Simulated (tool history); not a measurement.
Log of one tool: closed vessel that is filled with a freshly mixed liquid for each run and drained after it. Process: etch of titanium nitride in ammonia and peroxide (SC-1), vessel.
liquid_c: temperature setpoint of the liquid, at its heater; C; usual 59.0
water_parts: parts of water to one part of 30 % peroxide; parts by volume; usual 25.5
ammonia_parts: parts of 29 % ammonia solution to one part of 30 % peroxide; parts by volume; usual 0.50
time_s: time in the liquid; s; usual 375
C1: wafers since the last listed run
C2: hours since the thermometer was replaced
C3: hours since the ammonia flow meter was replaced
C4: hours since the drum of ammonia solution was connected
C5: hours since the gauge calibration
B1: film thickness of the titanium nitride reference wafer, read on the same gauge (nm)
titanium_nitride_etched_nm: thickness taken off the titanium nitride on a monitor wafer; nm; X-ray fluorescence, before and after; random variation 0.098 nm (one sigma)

Run 1, day 0.000: usual settings; C1 0; C2 1959.5; C3 1554.9; C4 94.0; C5 905.0; B1 80.01. Result: titanium_nitride_etched_nm 16.80 nm.
Run 2, day 2.458: usual settings but time_s 210 s; C1 3398; C2 2018.5; C3 1613.9; C4 153.0; C5 964.0; B1 80.03. Result: titanium_nitride_etched_nm 9.35 nm.
Run 3, day 3.867: usual settings; C1 1946; C2 2052.3; C3 1647.7; C4 186.8; C5 997.8; B1 80.01. Result: titanium_nitride_etched_nm 16.62 nm.
At day 4.404: new drum of ammonia solution connected, repeated, since the last time left the tool worse.
Run 4, day 5.583: usual settings; C1 2315; C2 2093.5; C3 1688.9; C4 28.3; C5 1039.0; B1 80.02. Result: titanium_nitride_etched_nm 17.21 nm.
Run 5, day 7.467: usual settings but liquid_c 64.0 C; C1 2603; C2 2138.7; C3 1734.1; C4 73.5; C5 1084.2; B1 79.97. Result: titanium_nitride_etched_nm 23.83 nm.
Run 6, day 9.304: usual settings but liquid_c 64.0 C; C1 2540; C2 2182.8; C3 1778.2; C4 117.6; C5 1128.3; B1 79.99. Result: titanium_nitride_etched_nm 23.54 nm.
Run 7, day 10.658: usual settings but liquid_c 64.0 C; C1 1871; C2 2215.3; C3 1810.7; C4 150.1; C5 1160.8; B1 80.01. Result: titanium_nitride_etched_nm 23.34 nm.
Run 8, day 12.150: usual settings; C1 2062; C2 2251.1; C3 1846.5; C4 185.9; C5 1196.6; B1 80.02. Result: titanium_nitride_etched_nm 17.15 nm.
At day 12.196: thermometer replaced.
Run 9, day 14.246: usual settings; C1 2839; C2 49.2; C3 1896.8; C4 236.2; C5 1246.9; B1 80.01. Result: titanium_nitride_etched_nm 17.07 nm.
Run 10, day 16.875: usual settings but water_parts 37.5 parts by volume, ammonia_parts 0.70 parts by volume; C1 3634; C2 112.3; C3 1959.9; C4 299.3; C5 1310.0; B1 80.00. Result: titanium_nitride_etched_nm 14.60 nm.
At day 17.254: new drum of ammonia solution connected.
Run 11, day 18.850: usual settings but time_s 210 s; C1 2672; C2 159.7; C3 2007.3; C4 38.3; C5 1357.4; B1 80.01. Result: titanium_nitride_etched_nm 9.65 nm.
At day 19.912: ammonia flow meter replaced.
Run 12, day 19.971: usual settings; C1 1491; C2 186.6; C3 1.4; C4 65.2; C5 1384.3; B1 80.00. Result: titanium_nitride_etched_nm 17.20 nm.
Run 13, day 20.996: usual settings but water_parts 34.0 parts by volume, time_s 225 s; C1 1416; C2 211.2; C3 26.0; C4 89.8; C5 1408.9; B1 80.00. Result: titanium_nitride_etched_nm 8.66 nm.
At day 22.742: gauge calibrated.
Run 14, day 23.579: usual settings but liquid_c 66.0 C, ammonia_parts 0.70 parts by volume, time_s 215 s; C1 3571; C2 273.2; C3 88.0; C4 151.8; C5 20.1; B1 79.98. Result: titanium_nitride_etched_nm 16.28 nm.
Run 15, day 25.038: usual settings but water_parts 31.5 parts by volume, ammonia_parts 0.35 parts by volume; C1 2015; C2 308.2; C3 123.0; C4 186.8; C5 55.1; B1 79.98. Result: titanium_nitride_etched_nm 14.03 nm.
Run 16, day 26.096: usual settings but time_s 515 s; C1 1462; C2 333.6; C3 148.4; C4 212.2; C5 80.5; B1 79.99. Result: titanium_nitride_etched_nm 23.49 nm.
Run 17, day 27.729: usual settings; C1 2257; C2 372.8; C3 187.6; C4 251.4; C5 119.7; B1 79.99. Result: titanium_nitride_etched_nm 16.97 nm.
Run 18, day 29.254: usual settings but ammonia_parts 0.70 parts by volume, time_s 600 s; C1 2108; C2 409.4; C3 224.2; C4 288.0; C5 156.3; B1 80.00. Result: titanium_nitride_etched_nm 28.88 nm.
Run 19, day 32.229: usual settings but liquid_c 68.5 C, ammonia_parts 0.60 parts by volume, time_s 555 s; C1 4112; C2 480.8; C3 295.6; C4 359.4; C5 227.7; B1 79.98. Result: titanium_nitride_etched_nm 47.63 nm.
At day 33.688: new drum of ammonia solution connected.
Run 20, day 33.804: usual settings; C1 2119; C2 518.6; C3 333.4; C4 2.8; C5 265.5; B1 80.00. Result: titanium_nitride_etched_nm 17.10 nm.
Run 21, day 36.612: usual settings; C1 3882; C2 586.0; C3 400.8; C4 70.2; C5 332.9; B1 79.98. Result: titanium_nitride_etched_nm 17.07 nm.
Run 22, day 37.725: usual settings but liquid_c 51.5 C; C1 1537; C2 612.7; C3 427.5; C4 96.9; C5 359.6; B1 80.01. Result: titanium_nitride_etched_nm 10.29 nm.
Run 23, day 40.438: usual settings but water_parts 14.0 parts by volume, time_s 585 s; C1 3749; C2 677.8; C3 492.6; C4 162.0; C5 424.7; B1 80.00. Result: titanium_nitride_etched_nm 37.13 nm.
Run 24, day 43.417: usual settings but liquid_c 65.0 C; C1 4118; C2 749.3; C3 564.1; C4 233.5; C5 496.2; B1 79.99. Result: titanium_nitride_etched_nm 24.85 nm.
Run 25, day 44.754: usual settings but liquid_c 56.0 C, water_parts 31.5 parts by volume, ammonia_parts 0.35 parts by volume; C1 1848; C2 781.4; C3 596.2; C4 265.6; C5 528.3; B1 80.01. Result: titanium_nitride_etched_nm 11.57 nm.
Run 26, day 47.146: usual settings but time_s 260 s; C1 3306; C2 838.8; C3 653.6; C4 323.0; C5 585.7; B1 79.97. Result: titanium_nitride_etched_nm 11.71 nm.
Run 27, day 48.971: usual settings; C1 2522; C2 882.6; C3 697.4; C4 366.8; C5 629.5; B1 80.00. Result: titanium_nitride_etched_nm 16.91 nm.

Forecast each of these 4 alternatives for the next run:
Run A, day 49.004: usual settings but water_parts 33.0 parts by volume; C1 46; C2 883.4; C3 698.2; C4 367.6; C5 630.3; B1 ?. Result: titanium_nitride_etched_nm ?.
Run B, day 49.004: usual settings but liquid_c 49.0 C, water_parts 33.5 parts by volume, time_s 175 s; C1 46; C2 883.4; C3 698.2; C4 367.6; C5 630.3; B1 ?. Result: titanium_nitride_etched_nm ?.
Run C, day 49.004: usual settings but water_parts 35.0 parts by volume; C1 46; C2 883.4; C3 698.2; C4 367.6; C5 630.3; B1 ?. Result: titanium_nitride_etched_nm ?.
Run D, day 49.004: usual settings but liquid_c 68.5 C, time_s 470 s; C1 46; C2 883.4; C3 698.2; C4 367.6; C5 630.3; B1 ?. Result: titanium_nitride_etched_nm ?.

run     B1  titanium_nitride_etched_nm
  A  79.97                       14.58
  B  79.97                        3.42
  C  79.97                       14.10
  D  79.97                       38.94
Without the tool's hidden state the same runs would have given:
run  titanium_nitride_etched_nm
  A                       14.82
  B                        3.47
  C                       14.33
  D                       39.56

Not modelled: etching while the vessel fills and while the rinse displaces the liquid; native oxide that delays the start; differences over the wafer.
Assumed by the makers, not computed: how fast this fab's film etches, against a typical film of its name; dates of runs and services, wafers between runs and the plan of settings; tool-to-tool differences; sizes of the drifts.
